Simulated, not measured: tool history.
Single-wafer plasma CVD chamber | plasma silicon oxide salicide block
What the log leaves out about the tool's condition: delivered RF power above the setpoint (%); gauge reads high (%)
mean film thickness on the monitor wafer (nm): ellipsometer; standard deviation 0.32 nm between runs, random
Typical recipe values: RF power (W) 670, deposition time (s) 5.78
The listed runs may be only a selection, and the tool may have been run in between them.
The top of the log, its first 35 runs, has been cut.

run,day,RF power (W),deposition time (s),wafers since the last listed run,hours since the last RF generator calibration,hours since the showerhead was replaced,hours since the gauge calibration,"read-back reference wafer on the same gauge, thickness_nm",mean film thickness on the monitor wafer (nm)
36,36.392,670,6.24,885,466.5,320.7,475,52.13,63.598
37,37.15,540,5.78,536,484.7,338.9,493.2,51.985,54.734
38,38.4,610,5.47,885,514.7,368.9,523.2,52.241,53.522
39,39.233,670,5.78,590,534.7,388.9,543.2,52.064,58.899
40,39.846,670,6.09,433,549.4,403.6,557.9,52.037,61.53
41,40.408,670,5.78,398,562.9,417.1,571.4,52.158,58.55
42,41.125,565,4.73,507,580.1,434.3,588.6,52.121,45.102
43,41.717,580,5.78,418,594.3,448.5,602.8,52.151,55.878

5 ways to go on from here, each from the tool as it stands after run 43. What would each give?
A,41.733,670,5.09,11,594.7,448.9,603.2,?,?
B,41.733,560,5.24,11,594.7,448.9,603.2,?,?
C,41.733,770,4.74,11,594.7,448.9,603.2,?,?
D,41.733,750,6.49,11,594.7,448.9,603.2,?,?
E,41.733,575,5.78,11,594.7,448.9,603.2,?,?

run,"read-back reference wafer on the same gauge, thickness_nm",mean film thickness on the monitor wafer (nm)
A,52.128,51.053
B,52.128,49.381
C,52.128,49.843
D,52.128,67.642
E,52.128,54.979
With the hidden condition removed and each run's random variation left untouched, the same runs would have given:
run,mean film thickness on the monitor wafer (nm)
A,51.053
B,49.381
C,49.843
D,67.642
E,54.979
